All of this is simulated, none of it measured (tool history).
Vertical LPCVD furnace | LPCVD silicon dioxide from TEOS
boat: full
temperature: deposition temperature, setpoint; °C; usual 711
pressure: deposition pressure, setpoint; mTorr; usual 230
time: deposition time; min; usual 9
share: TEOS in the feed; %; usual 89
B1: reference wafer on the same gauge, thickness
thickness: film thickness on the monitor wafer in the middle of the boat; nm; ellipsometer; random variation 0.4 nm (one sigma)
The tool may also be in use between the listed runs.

Run 1, day 0: usual settings but time 6.5 min; B1 103.04. Result: thickness 75.02 nm.
Run 2, day 2.238: usual settings but time 6.5 min; B1 103.05. Result: thickness 75.04 nm.
Run 3, day 4.625: usual settings but time 6.5 min; B1 103.45. Result: thickness 75.06 nm.
Run 4, day 7.479: usual settings; B1 103.37. Result: thickness 103.5 nm.
Run 5, day 8.754: usual settings but time 11 min; B1 103.16. Result: thickness 127.14 nm.
Run 6, day 10.379: usual settings but time 11 min; B1 103.12. Result: thickness 127.13 nm.
Run 7, day 13.225: usual settings but time 11 min; B1 103.2. Result: thickness 127.66 nm.
Run 8, day 14.233: usual settings but pressure 245 mTorr; B1 103.33. Result: thickness 107.03 nm.
Run 9, day 16.158: usual settings but share 83 %; B1 102.98. Result: thickness 100.99 nm.
Run 10, day 18.629: usual settings but temperature 704 °C, share 97 %; B1 103.33. Result: thickness 93.08 nm.
Run 11, day 20.154: usual settings; B1 103.22. Result: thickness 104.81 nm.
Run 12, day 22.517: usual settings but temperature 717 °C, pressure 205 mTorr; B1 103.33. Result: thickness 103.65 nm.
Run 13, day 31.075: usual settings but time 11 min; B1 103.32. Result: thickness 118.81 nm.
Run 14, day 33.504: usual settings but time 11 min; B1 103.36. Result: thickness 119.31 nm.
Run 15, day 34.7: usual settings but time 7.5 min; B1 103.15. Result: thickness 81.19 nm.
Run 16, day 37.354: usual settings but temperature 718 °C, pressure 195 mTorr, time 11 min, share 73 %; B1 103.39. Result: thickness 116.57 nm.

Not shown: 4 entries that the log had between the listed runs. Between which runs, and how does the tool's hidden state differ before and after?
Between runs 6 and 7: pressure gauge zeroed (day 13.117)
  true tube temperature minus thermocouple reading, K: 4.38 -> 4.39
  measured less the result without the state, thickness: +11.99 -> +12.09 nm
Between runs 11 and 12: thermocouples replaced and temperature profile calibrated (day 21.242)
  true tube temperature minus thermocouple reading, K: 4.43 -> 0.554
  measured less the result without the state, thickness: +10.01 -> +1.28 nm
Between runs 12 and 13: TEOS flow controller replaced (day 26.508); gauge calibrated (day 29.262)
  true tube temperature minus thermocouple reading, K: 0.554 -> 1.17
  measured less the result without the state, thickness: +1.28 -> +3.12 nm

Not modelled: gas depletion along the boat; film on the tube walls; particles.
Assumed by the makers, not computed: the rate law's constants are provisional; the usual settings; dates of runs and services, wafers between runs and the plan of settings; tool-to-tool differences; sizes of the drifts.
